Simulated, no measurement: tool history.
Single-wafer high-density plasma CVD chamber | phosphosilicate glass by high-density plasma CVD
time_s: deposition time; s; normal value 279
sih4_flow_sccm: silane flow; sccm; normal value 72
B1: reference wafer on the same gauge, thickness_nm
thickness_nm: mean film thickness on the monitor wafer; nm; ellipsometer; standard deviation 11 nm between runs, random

Run 1, hour 0.0: usual settings; B1 2230.329. Result: thickness_nm 2077.223 nm.
Run 2, hour 26.5: usual settings but time_s 303 s, sih4_flow_sccm 67 sccm; B1 2233.339. Result: thickness_nm 2099.090 nm.
Run 3, hour 43.4: usual settings; B1 2236.852. Result: thickness_nm 2091.883 nm.
Run 4, hour 63.5: usual settings; B1 2240.590. Result: thickness_nm 2081.897 nm.
Run 5, hour 95.6: usual settings but sih4_flow_sccm 81 sccm; B1 2243.056. Result: thickness_nm 2358.499 nm.
Run 6, hour 166.7: usual settings; B1 2244.394. Result: thickness_nm 2099.044 nm.
Run 7, hour 185.4: usual settings; B1 2251.789. Result: thickness_nm 2096.465 nm.
Run 8, hour 219.9: usual settings but time_s 311 s; B1 2252.923. Result: thickness_nm 2335.592 nm.
Run 9, hour 255.8: usual settings but sih4_flow_sccm 69 sccm; B1 2259.731. Result: thickness_nm 1988.323 nm.
Run 10, hour 269.5: usual settings but sih4_flow_sccm 69 sccm; B1 2265.315. Result: thickness_nm 2010.611 nm.
Run 11, hour 300.4: usual settings but sih4_flow_sccm 69 sccm; B1 2262.739. Result: thickness_nm 2027.066 nm.
Run 12, hour 321.2: usual settings; B1 2263.602. Result: thickness_nm 2113.642 nm.
Run 13, hour 334.7: usual settings; B1 2262.980. Result: thickness_nm 2107.619 nm.
Run 14, hour 356.8: usual settings; B1 2264.962. Result: thickness_nm 2111.525 nm.
Run 15, hour 390.0: usual settings; B1 2271.311. Result: thickness_nm 2133.105 nm.
At hour 406.3: silane flow controller replaced.
Run 16, hour 423.3: usual settings; B1 2275.503. Result: thickness_nm 2094.824 nm.
Run 17, hour 443.1: usual settings; B1 2279.743. Result: thickness_nm 2124.633 nm.
Run 18, hour 478.8: usual settings; B1 2276.198. Result: thickness_nm 2121.515 nm.
Run 19, hour 510.6: usual settings; B1 2280.529. Result: thickness_nm 2127.572 nm.
Run 20, hour 534.1: usual settings but sih4_flow_sccm 76 sccm; B1 2280.739. Result: thickness_nm 2235.955 nm.
Run 21, hour 551.0: usual settings but sih4_flow_sccm 76 sccm; B1 2283.516. Result: thickness_nm 2256.302 nm.
At hour 570.1: gauge calibrated.
Run 22, hour 574.2: usual settings but time_s 266 s; B1 2225.965. Result: thickness_nm 1961.177 nm.
Run 23, hour 606.7: usual settings but time_s 248 s, sih4_flow_sccm 76 sccm; B1 2228.522. Result: thickness_nm 1968.876 nm.
Run 24, hour 628.5: usual settings but time_s 232 s; B1 2227.003. Result: thickness_nm 1720.087 nm.
Run 25, hour 726.6: usual settings but time_s 258 s, sih4_flow_sccm 67 sccm; B1 2237.184. Result: thickness_nm 1779.678 nm.
Run 26, hour 762.0: usual settings; B1 2242.051. Result: thickness_nm 2081.718 nm.
Run 27, hour 781.9: usual settings but time_s 334 s, sih4_flow_sccm 77 sccm; B1 2241.583. Result: thickness_nm 2668.062 nm.
Run 28, hour 807.4: usual settings but time_s 251 s, sih4_flow_sccm 59 sccm; B1 2241.323. Result: thickness_nm 1542.121 nm.
Run 29, hour 841.0: usual settings; B1 2249.818. Result: thickness_nm 2081.917 nm.
Run 30, hour 853.0: usual settings but time_s 303 s, sih4_flow_sccm 67 sccm; B1 2248.088. Result: thickness_nm 2103.938 nm.
Run 31, hour 868.5: usual settings but time_s 233 s; B1 2248.733. Result: thickness_nm 1752.684 nm.
Run 32, hour 885.2: usual settings; B1 2253.174. Result: thickness_nm 2097.050 nm.
Run 33, hour 900.4: usual settings but time_s 252 s; B1 2253.058. Result: thickness_nm 1885.402 nm.
Run 34, hour 914.7: usual settings; B1 2252.440. Result: thickness_nm 2104.915 nm.
Run 35, hour 945.4: usual settings; B1 2256.596. Result: thickness_nm 2099.541 nm.
Run 36, hour 958.0: usual settings but sih4_flow_sccm 64 sccm; B1 2254.599. Result: thickness_nm 1854.884 nm.
Run 37, hour 976.5: usual settings but time_s 250 s, sih4_flow_sccm 82 sccm; B1 2264.063. Result: thickness_nm 2153.381 nm.
Run 38, hour 995.1: usual settings but sih4_flow_sccm 68 sccm; B1 2256.185. Result: thickness_nm 1974.647 nm.
Run 39, hour 1015.0: usual settings; B1 2262.464. Result: thickness_nm 2089.472 nm.
Run 40, hour 1034.0: usual settings; B1 2262.950. Result: thickness_nm 2090.077 nm.
Run 41, hour 1063.2: usual settings but sih4_flow_sccm 76 sccm; B1 2264.421. Result: thickness_nm 2216.632 nm.
Run 42, hour 1091.9: usual settings but sih4_flow_sccm 61 sccm; B1 2272.671. Result: thickness_nm 1768.946 nm.
Run 43, hour 1112.1: usual settings but time_s 320 s, sih4_flow_sccm 83 sccm; B1 2272.706. Result: thickness_nm 2795.363 nm.
Run 44, hour 1125.2: usual settings; B1 2271.948. Result: thickness_nm 2116.851 nm.
Run 45, hour 1141.8: usual settings but time_s 320 s, sih4_flow_sccm 63 sccm; B1 2273.025. Result: thickness_nm 2126.879 nm.
Run 46, hour 1160.4: usual settings but time_s 327 s, sih4_flow_sccm 80 sccm; B1 2281.237. Result: thickness_nm 2742.668 nm.
At hour 1187.3: gauge calibrated.
Run 47, hour 1192.1: usual settings but time_s 257 s; B1 2226.979. Result: thickness_nm 1911.297 nm.

3 options for the next run, each taken on its own from the tool as it stands now. Forecast them:
Run A, hour 1192.6: usual settings but time_s 249 s; B1 ?. Result: thickness_nm ?.
Run B, hour 1192.6: usual settings but time_s 228 s, sih4_flow_sccm 76 sccm; B1 ?. Result: thickness_nm ?.
Run C, hour 1192.6: usual settings but time_s 309 s, sih4_flow_sccm 65 sccm; B1 ?. Result: thickness_nm ?.

run        B1  thickness_nm
  A  2224.192      1862.526
  B  2224.192      1800.192
  C  2224.192      2086.615
Stripped of hidden state, with their random variation kept, the same runs would have yielded:
run  thickness_nm
  A      1865.889
  B      1803.443
  C      2090.383
